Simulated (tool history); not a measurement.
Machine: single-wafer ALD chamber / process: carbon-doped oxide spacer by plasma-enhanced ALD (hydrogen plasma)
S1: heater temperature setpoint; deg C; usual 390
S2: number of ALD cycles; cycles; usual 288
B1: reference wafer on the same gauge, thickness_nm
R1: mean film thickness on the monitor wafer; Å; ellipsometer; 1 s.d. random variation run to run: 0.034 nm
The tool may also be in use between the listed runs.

Run 1, day 0.000: usual settings; B1 12.409. Result: R1 140.17 Å.
At day 0.938: gauge calibrated.
Run 2, day 1.262: usual settings; B1 12.239. Result: R1 137.34 Å.
Run 3, day 2.400: usual settings but S1 401 deg C; B1 12.275. Result: R1 137.33 Å.
Run 4, day 3.267: usual settings but S1 401 deg C; B1 12.295. Result: R1 137.09 Å.
Run 5, day 4.112: usual settings but S1 401 deg C; B1 12.315. Result: R1 137.36 Å.
Run 6, day 4.896: usual settings but S1 385 deg C; B1 12.338. Result: R1 139.39 Å.
Run 7, day 6.083: usual settings but S1 384 deg C; B1 12.357. Result: R1 139.23 Å.
Run 8, day 7.571: usual settings but S1 384 deg C; B1 12.373. Result: R1 138.75 Å.
Run 9, day 8.975: usual settings but S1 384 deg C; B1 12.394. Result: R1 139.01 Å.
Run 10, day 9.983: usual settings; B1 12.396. Result: R1 140.21 Å.
Run 11, day 11.412: usual settings; B1 12.418. Result: R1 139.12 Å.
Run 12, day 12.375: usual settings; B1 12.419. Result: R1 139.75 Å.
Run 13, day 12.929: usual settings; B1 12.418. Result: R1 139.98 Å.
Run 14, day 13.871: usual settings; B1 12.430. Result: R1 139.60 Å.
Run 15, day 14.912: usual settings but S1 398 deg C, S2 243 cycles; B1 12.428. Result: R1 117.57 Å.
Run 16, day 15.921: usual settings but S1 380 deg C, S2 243 cycles; B1 12.431. Result: R1 118.08 Å.
At day 17.304: gauge calibrated.
At day 17.512: thermocouple changed; heater temperature recalibrated.
Run 17, day 17.533: usual settings but S1 400 deg C, S2 268 cycles; B1 12.189. Result: R1 126.98 Å.
Run 18, day 18.488: usual settings but S1 375 deg C, S2 334 cycles; B1 12.219. Result: R1 158.72 Å.
Run 19, day 19.575: usual settings but S1 379 deg C; B1 12.251. Result: R1 137.54 Å.
Run 20, day 20.471: usual settings but S1 401 deg C; B1 12.269. Result: R1 137.33 Å.
Run 21, day 21.333: usual settings but S2 244 cycles; B1 12.286. Result: R1 117.38 Å.
Run 22, day 22.633: usual settings; B1 12.314. Result: R1 138.48 Å.
Run 23, day 23.179: usual settings; B1 12.316. Result: R1 137.53 Å.
Run 24, day 23.925: usual settings but S1 400 deg C; B1 12.329. Result: R1 137.83 Å.

Here are 5 independent what-if runs from the current tool condition. What would each one return?
Run A, day 23.958: usual settings; B1 ?. Result: R1 ?.
Run B, day 23.958: usual settings but S1 399 deg C, S2 244 cycles; B1 ?. Result: R1 ?.
Run C, day 23.958: usual settings but S1 396 deg C, S2 343 cycles; B1 ?. Result: R1 ?.
Run D, day 23.958: usual settings but S1 404 deg C, S2 303 cycles; B1 ?. Result: R1 ?.
Run E, day 23.958: usual settings but S1 383 deg C, S2 238 cycles; B1 ?. Result: R1 ?.

run      B1      R1
  A  12.331  138.69
  B  12.331  117.50
  C  12.331  165.17
  D  12.331  143.58
  E  12.331  114.61
Stripped of hidden state, with their random variation kept, the same runs would have yielded:
run      R1
  A  137.25
  B  116.28
  C  163.46
  D  142.09
  E  113.42

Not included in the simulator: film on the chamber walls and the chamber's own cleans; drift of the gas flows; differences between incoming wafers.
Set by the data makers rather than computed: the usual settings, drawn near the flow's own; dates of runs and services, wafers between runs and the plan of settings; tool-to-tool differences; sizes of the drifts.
